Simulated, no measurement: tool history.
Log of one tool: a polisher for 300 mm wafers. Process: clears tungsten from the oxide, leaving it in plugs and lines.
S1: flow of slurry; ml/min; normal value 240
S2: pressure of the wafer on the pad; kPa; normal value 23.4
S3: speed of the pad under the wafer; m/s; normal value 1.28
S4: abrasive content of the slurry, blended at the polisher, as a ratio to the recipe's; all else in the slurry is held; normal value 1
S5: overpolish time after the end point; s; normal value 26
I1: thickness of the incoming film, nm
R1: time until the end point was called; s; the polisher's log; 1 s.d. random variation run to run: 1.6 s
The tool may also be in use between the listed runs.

| run | hour | S1 | S2 | S3 | S4 | S5 | I1 | R1 |
|---|---|---|---|---|---|---|---|---|
| 1 | 0 | 240 | 23.4 | 1.28 | 1 | 26 | 615.9 | 116.1 |
|  | 7.9 | worn pad replaced by a new one |
|  | 42.1 | slurry tank refilled with fresh slurry and peroxide |
| 2 | 65 | 240 | 23.4 | 1.28 | 1 | 26 | 606.8 | 109.7 |
|  | 69.5 | slurry blender recalibrated |
| 3 | 96.8 | 240 | 23.4 | 1.28 | 1 | 26 | 614.8 | 115 |
| 4 | 129 | 240 | 23.4 | 1.28 | 1 | 26 | 602 | 111.3 |
|  | 135.4 | head pressure recalibrated |
| 5 | 174.3 | 240 | 23.4 | 1.28 | 1 | 26 | 611.5 | 110.7 |
| 6 | 208.5 | 240 | 23.4 | 1.28 | 1 | 26 | 611.9 | 113 |
| 7 | 240.4 | 240 | 30.3 | 1.28 | 1 | 26 | 617.9 | 87.9 |
|  | 299.5 | slurry nozzle cleaned |
| 8 | 302 | 290 | 23.4 | 1.28 | 0.8 | 39 | 608.2 | 119.7 |
| 9 | 336.9 | 275 | 17.9 | 1.1 | 1.2 | 26 | 609.3 | 159.4 |
| 10 | 381 | 240 | 23.4 | 1.62 | 1 | 26 | 607.4 | 89.5 |
|  | 402.5 | worn pad replaced by a new one |
|  | 422.3 | slurry tank refilled with fresh slurry and peroxide |
| 11 | 444.5 | 240 | 23.4 | 1.28 | 1 | 35 | 604.4 | 113.1 |
| 12 | 477.7 | 240 | 23.4 | 1.18 | 1 | 26 | 610.9 | 122.5 |
|  | 481.3 | slurry blender recalibrated |
| 13 | 509.4 | 240 | 23.4 | 1.28 | 1 | 26 | 607.7 | 115.2 |
|  | 528.4 | head pressure recalibrated |
| 14 | 569 | 240 | 23.4 | 1.28 | 1 | 26 | 606 | 111.9 |
| 15 | 628.1 | 240 | 23.4 | 1.28 | 1 | 14 | 618 | 113 |
|  | 661.8 | slurry nozzle cleaned |
|  | 769.3 | worn pad replaced by a new one |
| 16 | 782.6 | 240 | 25.5 | 1.28 | 1 | 26 | 618.6 | 105.6 |
|  | 808.9 | slurry tank refilled with fresh slurry and peroxide |
|  | 817 | slurry blender recalibrated |
| 17 | 852.4 | 240 | 23.4 | 1.28 | 1 | 26 | 613.7 | 111.9 |
| 18 | 881.8 | 185 | 31.7 | 1.28 | 0.75 | 13 | 617.2 | 96.8 |
|  | 927.1 | head pressure recalibrated |
| 19 | 927.6 | 240 | 23.4 | 1.52 | 1 | 26 | 608.9 | 92.7 |
| 20 | 953.9 | 165 | 23.4 | 0.86 | 1 | 36 | 615.7 | 176.7 |
| 21 | 982 | 240 | 23.4 | 1.48 | 1 | 26 | 613.4 | 99.8 |
|  | 986.5 | slurry nozzle cleaned |
| 22 | 1034.8 | 205 | 27.6 | 1.28 | 1.1 | 26 | 601.5 | 93.1 |
| 23 | 1083 | 240 | 23.4 | 1.46 | 1 | 16 | 606.9 | 97.7 |
| 24 | 1151.4 | 240 | 20.7 | 1.28 | 0.9 | 34 | 603.3 | 130.9 |
|  | 1169.9 | worn pad replaced by a new one |
|  | 1180.9 | slurry tank refilled with fresh slurry and peroxide |
|  | 1194.1 | slurry blender recalibrated |
| 25 | 1221.6 | 185 | 31.7 | 1.28 | 0.75 | 13 | 608 | 92.8 |

5 options for the next run, each taken on its own from the tool as it stands now. Forecast them:
| A | 1222.1 | 240 | 15.2 | 1.28 | 1 | 26 | 619.7 | ? |
| B | 1222.1 | 240 | 23.4 | 1.16 | 0.7 | 35 | 619.7 | ? |
| C | 1222.1 | 240 | 23.4 | 1.28 | 1 | 21 | 619.7 | ? |
| D | 1222.1 | 165 | 23.4 | 1.5 | 0.8 | 21 | 619.7 | ? |
| E | 1222.1 | 240 | 15.9 | 0.92 | 1 | 26 | 619.7 | ? |

| run | R1 |
|---|---|
| A | 183.8 |
| B | 147.9 |
| C | 119 |
| D | 112.8 |
| E | 244.6 |
What these runs would have given with no unlogged condition in the tool:
| run | R1 |
|---|---|
| A | 183.8 |
| B | 147.9 |
| C | 119 |
| D | 112.8 |
| E | 244.6 |
